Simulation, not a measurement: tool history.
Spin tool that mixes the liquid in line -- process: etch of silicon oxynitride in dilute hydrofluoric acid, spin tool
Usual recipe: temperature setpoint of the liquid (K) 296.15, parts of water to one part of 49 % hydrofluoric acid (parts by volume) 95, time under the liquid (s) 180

run	day	temperature setpoint of the liquid (K)	parts of water to one part of 49 % hydrofluoric acid (parts by volume)	time under the liquid (s)	wafers since the last listed run	hours since the thermometer was replaced	hours since the hydrofluoric acid flow meter was replaced	hours since the gauge calibration	read-back film thickness of the silicon oxynitride reference wafer, read on the same gauge (nm)	thickness taken off the silicon oxynitride on a monitor wafer (angstrom)
1	0	299.15	95	180	0	438.7	87.2	895.9	90.01	106
2	3.162	296.15	95	180	620	514.6	163.1	971.8	90.04	94.3
3	4.942	292.15	95	180	349	557.3	205.8	1014.5	89.98	77
# day 7.054: gauge calibrated
4	8.762	292.15	95	180	750	649	297.5	41	90	78.6
5	11.667	296.15	95	180	570	718.7	367.2	110.7	89.99	97.1
6	15.588	294.15	95	180	769	812.8	461.3	204.8	89.98	89.7
7	18.746	296.15	95	140	619	888.6	537.1	280.6	89.98	76.9
8	22.921	296.15	95	140	819	988.8	637.3	380.8	90.01	79.1
9	27.333	296.15	95	105	866	1094.7	743.2	486.7	89.97	59.4
10	29.738	296.15	95	105	471	1152.4	800.9	544.4	90.02	59.4
# day 30.017: hydrofluoric acid flow meter replaced
11	40.675	296.15	95	180	2138	1414.9	255.8	806.9	89.98	94.8
12	42.996	294.15	140	240	455	1470.6	311.5	862.6	90	76.7
13	46.642	296.15	50	180	715	1558.1	399	950.1	90.02	187
14	49.154	293.15	130	145	493	1618.4	459.3	1010.4	89.96	48.5
15	52.733	291.65	95	250	702	1704.3	545.2	1096.3	90.04	109.3
# day 53.733: gauge calibrated
16	54.85	296.15	95	180	415	1755.1	596	26.8	89.98	98.9
# day 56.033: thermometer replaced
17	57.954	296.15	95	95	601	46.1	670.5	101.3	89.99	52.6
# day 59.225: hydrofluoric acid flow meter replaced
18	60.475	296.15	95	150	486	106.6	30	161.8	90.01	75.9
19	62.121	291.65	95	130	323	146.1	69.5	201.3	89.97	53.4

What will run 20 give?
20	66.554	301.15	130	215	870	252.5	175.9	307.7	?	?

{"run 20": {"read-back film thickness of the silicon oxynitride reference wafer, read on the same gauge (nm)": 89.96, "thickness taken off the silicon oxynitride on a monitor wafer (angstrom)": 99.9}}
Had the tool carried no hidden state, the very same run would have given thickness taken off the silicon oxynitride on a monitor wafer (angstrom) 96.8.
